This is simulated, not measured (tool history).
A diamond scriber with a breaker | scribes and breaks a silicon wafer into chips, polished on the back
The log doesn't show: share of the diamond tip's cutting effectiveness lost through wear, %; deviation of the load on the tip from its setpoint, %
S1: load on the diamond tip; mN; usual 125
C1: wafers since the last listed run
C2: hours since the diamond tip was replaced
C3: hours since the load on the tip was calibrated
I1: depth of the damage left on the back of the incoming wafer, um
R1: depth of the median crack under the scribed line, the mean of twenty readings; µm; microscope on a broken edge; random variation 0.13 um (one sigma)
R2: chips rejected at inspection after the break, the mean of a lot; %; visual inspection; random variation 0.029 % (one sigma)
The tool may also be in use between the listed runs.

run 1 hour=0.0 | S1=134 | C1=0 C2=367.9 C3=1355.3 | I1=0.03 | R1=13.73 R2=0.62
run 2 hour=92.4 | S1=134 | C1=274 C2=460.3 C3=1447.7 | I1=0.04 | R1=13.33 R2=0.69
run 3 hour=105.1 | S1=125 | C1=37 C2=473.0 C3=1460.4 | I1=0.04 | R1=13.09 R2=0.55
run 4 hour=118.5 | S1=125 | C1=39 C2=486.4 C3=1473.8 | I1=0.02 | R1=13.02 R2=0.49
run 5 hour=142.2 | S1=125 | C1=70 C2=510.1 C3=1497.5 | I1=0.03 | R1=12.99 R2=0.53
run 6 hour=155.6 | S1=125 | C1=39 C2=523.5 C3=1510.9 | I1=0.04 | R1=12.71 R2=0.51
run 7 hour=176.7 | S1=125 | C1=62 C2=544.6 C3=1532.0 | I1=0.02 | R1=13.05 R2=0.54
run 8 hour=214.0 | S1=125 | C1=110 C2=581.9 C3=1569.3 | I1=0.02 | R1=13.02 R2=0.48
run 9 hour=226.6 | S1=125 | C1=37 C2=594.5 C3=1581.9 | I1=0.02 | R1=12.95 R2=0.52
-- hour=238.5 load on the tip recalibrated
run 10 hour=245.9 | S1=125 | C1=51 C2=613.8 C3=7.4 | I1=0.05 | R1=13.31 R2=0.52
run 11 hour=272.0 | S1=125 | C1=77 C2=639.9 C3=33.5 | I1=0.02 | R1=12.97 R2=0.50
run 12 hour=306.9 | S1=125 | C1=103 C2=674.8 C3=68.4 | I1=0.02 | R1=13.11 R2=0.53
run 13 hour=341.1 | S1=147 | C1=101 C2=709.0 C3=102.6 | I1=0.04 | R1=14.05 R2=1.25
run 14 hour=373.5 | S1=147 | C1=96 C2=741.4 C3=135.0 | I1=0.02 | R1=14.20 R2=1.30
run 15 hour=391.4 | S1=125 | C1=53 C2=759.3 C3=152.9 | I1=0.05 | R1=13.34 R2=0.53
run 16 hour=406.7 | S1=104 | C1=45 C2=774.6 C3=168.2 | I1=0.01 | R1=11.86 R2=1.38
-- hour=477.2 diamond tip replaced by a new one
run 17 hour=511.2 | S1=96 | C1=304 C2=34.0 C3=272.7 | I1=0.02 | R1=11.53 R2=2.54
run 18 hour=532.2 | S1=125 | C1=62 C2=55.0 C3=293.7 | I1=0.04 | R1=13.23 R2=0.49
run 19 hour=566.3 | S1=92 | C1=101 C2=89.1 C3=327.8 | I1=0.05 | R1=11.25 R2=2.83
run 20 hour=586.0 | S1=111 | C1=58 C2=108.8 C3=347.5 | I1=0.03 | R1=12.36 R2=0.93
run 21 hour=598.5 | S1=99 | C1=37 C2=121.3 C3=360.0 | I1=0.02 | R1=11.64 R2=1.70
run 22 hour=620.2 | S1=148 | C1=64 C2=143.0 C3=381.7 | I1=0.03 | R1=14.31 R2=1.22
run 23 hour=643.3 | S1=125 | C1=68 C2=166.1 C3=404.8 | I1=0.04 | R1=13.30 R2=0.53
run 24 hour=658.3 | S1=125 | C1=44 C2=181.1 C3=419.8 | I1=0.04 | R1=13.22 R2=0.47
run 25 hour=680.7 | S1=125 | C1=66 C2=203.5 C3=442.2 | I1=0.04 | R1=12.80 R2=0.49
run 26 hour=705.1 | S1=146 | C1=72 C2=227.9 C3=466.6 | I1=0.02 | R1=14.25 R2=1.22
run 27 hour=723.2 | S1=135 | C1=53 C2=246.0 C3=484.7 | I1=0.02 | R1=13.63 R2=0.72
run 28 hour=741.3 | S1=98 | C1=53 C2=264.1 C3=502.8 | I1=0.04 | R1=11.46 R2=2.33

Forecast each of these 3 alternatives for the next run:
run A hour=741.9 | S1=125 | C1=1 C2=264.7 C3=503.4 | I1=0.02 | R1=? R2=?
run B hour=741.9 | S1=155 | C1=1 C2=264.7 C3=503.4 | I1=0.02 | R1=? R2=?
run C hour=741.9 | S1=158 | C1=1 C2=264.7 C3=503.4 | I1=0.02 | R1=? R2=?

run=A R1=13.19 R2=0.49
run=B R1=14.75 R2=1.83
run=C R1=14.90 R2=2.08
Without the tool's hidden state the same runs would have given:
run=A R1=13.19 R2=0.49
run=B R1=14.75 R2=1.83
run=C R1=14.90 R2=2.08
